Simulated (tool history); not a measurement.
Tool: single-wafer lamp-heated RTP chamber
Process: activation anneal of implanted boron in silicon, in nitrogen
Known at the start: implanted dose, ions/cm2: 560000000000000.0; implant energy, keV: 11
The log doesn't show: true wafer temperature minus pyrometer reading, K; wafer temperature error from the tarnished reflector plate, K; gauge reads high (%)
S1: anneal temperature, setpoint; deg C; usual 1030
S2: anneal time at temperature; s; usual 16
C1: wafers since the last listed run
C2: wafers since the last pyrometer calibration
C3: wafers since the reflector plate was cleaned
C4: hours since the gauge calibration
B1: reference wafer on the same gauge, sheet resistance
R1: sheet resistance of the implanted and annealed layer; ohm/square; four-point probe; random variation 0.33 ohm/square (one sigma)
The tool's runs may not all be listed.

run    hour    S1  S2    C1    C2    C3      C4      B1      R1
  1     0.0  1030  16     0  1717  7057  1570.5  228.05  217.33
       80.5  -- reflector plate cleaned
  2    88.4  1030  16  1469  3187   143  1658.9  228.02  216.67
  3   191.9  1030  16  1891  5079  2035  1762.4  227.85  216.74
  4   249.1  1030  21  1045  6124  3081  1819.6  227.77  215.94
      319.3  -- pyrometer window cleaned and pyrometer calibrated
  5   329.4  1030  21  1321   185  4402  1899.9  227.58  215.60
  6   371.4  1030  10   767   952  5170  1941.9  227.41  217.40
      573.2  -- reflector plate cleaned
  7   658.2  1007  20  5096  6049  1552  2228.7  226.98  217.45
      755.6  -- pyrometer window cleaned and pyrometer calibrated
  8   756.1  1030  16  1643     8  3196  2326.6  226.89  215.58
      762.1  -- gauge calibrated
  9   820.4  1030  16  1175  1184  4371    58.3  230.67  219.29
 10   912.6  1051  12  1685  2869  6056   150.5  230.51  218.92
 11   961.1  1051  12   886  3755  6943   199.0  230.36  218.38
      985.2  -- reflector plate cleaned
 12  1062.2  1030  16  1701  5457  1406   300.1  230.21  219.32
 13  1139.4  1030  16  1411  6868  2817   377.3  229.98  219.03
     1178.7  -- pyrometer window cleaned and pyrometer calibrated
 14  1246.6  1030  23  1813  1241  4630   484.5  229.79  218.16
 15  1351.5  1059  12  1917  3159  6548   589.4  229.71  217.49
 16  1429.6  1043  16  1427  4586  7975   667.5  229.57  217.07
     1455.4  -- reflector plate cleaned
 17  1496.5  1046  16  1076  5663   750   734.4  229.48  216.77
 18  1590.4  1051  12  1716  7379  2467   828.3  229.29  217.52
     1613.9  -- pyrometer window cleaned and pyrometer calibrated
 19  1689.8  1040   9  1670  1388  4137   927.7  229.11  217.96
 20  1767.7  1050  23  1423  2811  5561  1005.6  228.86  215.45
 21  1854.2  1051  12  1581  4393  7142  1092.1  228.83  217.46
     1866.6  -- reflector plate cleaned
 22  1924.9  1030  16  1146  5539  1065  1162.8  228.72  217.78
 23  1982.6  1008   9  1054  6593  2120  1220.5  228.57  219.88
     2080.1  -- pyrometer window cleaned and pyrometer calibrated
 24  2214.2  1030  16  4087  2451  6207  1452.1  228.19  216.75
 25  2264.0  1051   7   910  3362  7117  1501.9  228.04  217.53
 26  2304.8  1049  25   745  4107  7863  1542.7  228.05  214.52
 27  2343.1  1030  16   700  4807  8563  1581.0  227.91  216.59

Hidden state or all else? Some run-to-run changes of R1, split into what the settings, what came in and random variation would give without the hidden state, and what is left for the hidden state (with any gauge scatter that isn't in both results):
Run 6 -> 7: S1 1030 -> 1007, S2 10 -> 20, reflector plate cleaned. R1 +0.05 ohm/square: hidden state -0.48, all else +0.53.
Run 8 -> 9: gauge calibrated. R1 +3.71 ohm/square: hidden state +3.62, all else +0.09.
Run 23 -> 24: S1 1008 -> 1030, S2 9 -> 16, pyrometer window cleaned and pyrometer calibrated. R1 -3.13 ohm/square: hidden state -0.35, all else -2.78.

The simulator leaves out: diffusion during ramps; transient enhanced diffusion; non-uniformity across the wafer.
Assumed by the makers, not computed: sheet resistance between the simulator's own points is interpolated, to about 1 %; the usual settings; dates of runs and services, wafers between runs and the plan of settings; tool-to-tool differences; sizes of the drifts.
